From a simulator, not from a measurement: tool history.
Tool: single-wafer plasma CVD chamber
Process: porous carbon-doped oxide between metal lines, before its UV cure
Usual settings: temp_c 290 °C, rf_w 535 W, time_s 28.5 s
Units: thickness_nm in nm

run	hour	temp_c	rf_w	time_s	read-back reference wafer on the same gauge, thickness_nm	thickness_nm
1	0.0	290	535	28.5	171.153	154.486
2	33.2	290	535	31.6	170.803	170.005
3	55.9	290	535	31.6	170.840	169.908
4	89.5	290	535	28.5	171.133	154.447
5	101.7	290	535	28.5	171.185	154.401
6	114.9	290	535	28.5	170.959	153.102
7	133.3	299	535	28.5	170.903	144.799
# hour 157.6: gauge calibrated
8	158.4	299	535	28.5	170.948	143.798
9	174.1	290	535	28.5	170.859	153.442
# hour 202.7: thermocouple changed; heater temperature recalibrated
10	208.6	290	535	28.5	171.017	153.543
11	237.5	290	535	28.5	171.064	153.772
12	253.6	300	535	23.2	171.106	117.279
13	288.5	299	470	25.9	170.976	123.410
14	306.0	290	495	28.5	170.847	147.262
15	325.4	277	580	26.2	170.870	161.155
# hour 366.3: RF generator calibrated
16	366.8	290	535	30.6	170.931	172.356
# hour 377.4: showerhead replaced
17	387.6	285	470	25.7	170.934	140.945
18	406.7	294	605	28.5	170.797	165.405
19	430.1	290	535	22.8	170.796	128.763
20	466.0	290	535	28.5	170.852	159.695
21	488.8	302	535	32.0	171.002	164.032
22	518.1	290	535	28.5	171.116	158.686

5 ways to go on from here, each from the tool as it stands after run 22. What would each give?
A	518.5	290	535	28.5	?	?
B	518.5	290	505	26.1	?	?
C	518.5	294	620	23.2	?	?
D	518.5	290	535	23.8	?	?
E	518.5	277	535	26.3	?	?

run	read-back reference wafer on the same gauge, thickness_nm	thickness_nm
A	170.920	158.343
B	170.920	141.315
C	170.920	136.012
D	170.920	132.998
E	170.920	160.783
Without the tool's hidden state the same runs would have given:
run	thickness_nm
A	161.012
B	143.697
C	138.257
D	135.240
E	163.493

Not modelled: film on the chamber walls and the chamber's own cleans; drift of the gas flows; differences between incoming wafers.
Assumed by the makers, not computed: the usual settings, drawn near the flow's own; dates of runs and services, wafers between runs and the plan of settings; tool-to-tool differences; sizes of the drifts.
